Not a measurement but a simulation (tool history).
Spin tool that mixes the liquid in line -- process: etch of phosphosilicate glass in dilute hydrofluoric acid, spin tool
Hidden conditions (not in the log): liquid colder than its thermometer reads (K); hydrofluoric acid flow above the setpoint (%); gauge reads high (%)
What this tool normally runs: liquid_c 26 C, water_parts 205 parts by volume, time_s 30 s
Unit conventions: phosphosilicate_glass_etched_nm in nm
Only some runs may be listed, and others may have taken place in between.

run     day  liquid_c  water_parts  time_s  wafers since the last listed run  hours since the thermometer was replaced  hours since the hydrofluoric acid flow meter was replaced  hours since the gauge calibration  read-back film thickness of the phosphosilicate glass reference wafer, read on the same gauge (nm)  phosphosilicate_glass_etched_nm
  1       0        26          205      30                                 0                                    1967.4                                                     1362.7                                150                                                                                               49.98                            22.48
  2   0.925        26          205      30                               331                                    1989.6                                                     1384.9                              172.2                                                                                               49.99                            22.47
  3   2.846        26          275      20                               687                                    2035.7                                                       1431                              218.3                                                                                               49.97                            10.39
  4    3.45        26          275      20                               216                                    2050.2                                                     1445.5                              232.8                                                                                               50.02                            10.42
  5   4.158        26          205      30                               253                                    2067.2                                                     1462.5                              249.8                                                                                               49.97                            22.48
      5.125  -- gauge calibrated
  6   5.262        26          205      30                               395                                    2093.7                                                       1489                                3.3                                                                                               49.98                            22.46
  7   5.883        26          205      35                               222                                    2108.6                                                     1503.9                               18.2                                                                                               49.99                             26.1
  8   6.996        26          205      35                               398                                    2135.3                                                     1530.6                               44.9                                                                                                  50                            26.16
  9   7.679        26          205      30                               244                                    2151.7                                                       1547                               61.3                                                                                               50.03                            22.36
 10   8.183        28          115      45                               180                                    2163.8                                                     1559.1                               73.4                                                                                               50.03                            71.22
      8.762  -- thermometer replaced
 11   9.433        30          170      50                               432                                      16.1                                                     1589.1                              103.4                                                                                                  50                            58.66
 12  10.375        30          150      15                               337                                      38.7                                                     1611.7                                126                                                                                                  50                            20.38
     12.121  -- hydrofluoric acid flow meter replaced
 13  12.142      28.5          205      40                               617                                      81.1                                                        0.5                              168.4                                                                                               50.02                            35.31
 14  12.979      27.5          205      30                               299                                     101.2                                                       20.6                              188.5                                                                                                  50                            25.49
 15  13.483        26          205      30                               180                                     113.3                                                       32.7                              200.6                                                                                               49.98                             24.1
 16  14.121        26          205      30                               228                                     128.6                                                         48                              215.9                                                                                               49.96                            24.34
 17  15.125        26          115      40                               359                                     152.7                                                       72.1                                240                                                                                               50.04                            63.69
 18  16.525        26          205      30                               501                                     186.3                                                      105.7                              273.6                                                                                                  50                               24

Take each entry between the runs: how does the hidden state at the last listed run before it differ from the hidden state at the first listed run after it?
In the gap between runs 5 and 6: gauge calibrated (day 5.125)
  liquid colder than its thermometer reads (K): 2.18 -> 2.21
  measured result minus the result with no hidden state, phosphosilicate_glass_etched_nm: -1.86 -> -1.89 nm
In the gap between runs 10 and 11: thermometer replaced (day 8.762)
  liquid colder than its thermometer reads (K): 2.28 -> 0.11
  measured result minus the result with no hidden state, phosphosilicate_glass_etched_nm: -6.47 -> -0.23 nm
In the gap between runs 12 and 13: hydrofluoric acid flow meter replaced (day 12.121)
  liquid colder than its thermometer reads (K): 0.134 -> 0.178
  measured result minus the result with no hidden state, phosphosilicate_glass_etched_nm: -0.1 -> -0.22 nm

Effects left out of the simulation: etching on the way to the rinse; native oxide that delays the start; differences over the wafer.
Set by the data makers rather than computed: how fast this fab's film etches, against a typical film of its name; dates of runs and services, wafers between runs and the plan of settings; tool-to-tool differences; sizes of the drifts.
